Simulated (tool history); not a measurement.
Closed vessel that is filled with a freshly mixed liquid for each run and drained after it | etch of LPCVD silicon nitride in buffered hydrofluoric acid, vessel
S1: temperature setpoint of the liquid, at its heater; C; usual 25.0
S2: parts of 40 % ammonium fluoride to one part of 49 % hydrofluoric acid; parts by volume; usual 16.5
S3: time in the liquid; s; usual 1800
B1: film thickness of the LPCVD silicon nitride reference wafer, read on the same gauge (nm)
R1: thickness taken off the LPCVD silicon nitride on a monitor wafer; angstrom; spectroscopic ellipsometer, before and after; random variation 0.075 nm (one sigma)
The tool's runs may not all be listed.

run	hour	S1	S2	S3	B1	R1
1	0.0	27.0	16.5	1800	99.99	191.8
# hour 85.7: thermometer replaced
2	96.6	27.0	16.5	1800	100.02	192.2
3	197.8	27.0	16.5	1800	100.00	192.3
4	288.3	25.0	16.5	1800	99.99	171.8
5	390.8	25.0	16.5	1800	100.01	173.9
6	493.7	25.0	12.5	1800	100.02	226.4
7	572.0	25.0	12.0	1800	100.01	238.5
8	618.2	25.0	12.0	1800	100.00	237.1
9	699.5	28.0	22.5	2650	100.01	227.4
10	754.9	20.5	13.5	1000	99.99	92.0
11	833.2	25.0	18.5	1800	99.97	155.2
# hour 870.2: gauge calibrated
12	934.3	25.0	16.5	1075	100.01	103.9
13	1008.1	29.0	18.5	800	99.98	85.9
14	1106.6	28.0	11.0	1800	100.03	307.6
15	1206.5	25.0	11.0	2495	99.99	360.9
16	1290.5	21.5	16.5	1800	100.00	144.2
17	1362.7	21.5	19.0	930	100.00	65.1
18	1467.5	22.0	12.5	2785	100.01	301.9
# hour 1723.2: hydrofluoric acid flow meter replaced
19	1765.5	27.5	14.5	2610	99.99	319.5
20	1829.0	25.0	13.5	1800	100.03	208.8
21	1893.6	25.0	16.5	1800	100.01	172.3
22	1988.5	25.0	21.0	1800	100.00	136.1
23	2067.3	25.0	19.5	2220	100.00	179.8
24	2107.7	26.5	16.5	1800	99.98	186.7
25	2163.9	25.0	16.5	1800	100.00	170.9
26	2245.7	25.0	16.5	1800	100.01	170.9
27	2319.6	25.0	16.5	1800	100.02	172.0
28	2369.7	29.0	16.5	2790	99.99	333.3
29	2440.6	22.0	12.5	2785	100.00	296.0
30	2533.2	22.0	20.5	1800	100.00	118.0
31	2577.9	30.0	13.5	940	99.99	142.2
32	2623.8	29.5	16.5	1800	100.03	220.2

4 ways to go on from here, each from the tool as it stands after run 32. What would each give?
A	2625.0	25.0	16.5	1800	?	?
B	2625.0	27.5	19.5	1135	?	?
C	2625.0	25.0	16.5	2485	?	?
D	2625.0	25.0	16.5	2860	?	?

run	B1	R1
A	99.96	172.3
B	99.96	105.5
C	99.96	237.9
D	99.96	273.8
Without the tool's hidden state the same runs would have given:
run	R1
A	170.6
B	104.4
C	235.6
D	271.1

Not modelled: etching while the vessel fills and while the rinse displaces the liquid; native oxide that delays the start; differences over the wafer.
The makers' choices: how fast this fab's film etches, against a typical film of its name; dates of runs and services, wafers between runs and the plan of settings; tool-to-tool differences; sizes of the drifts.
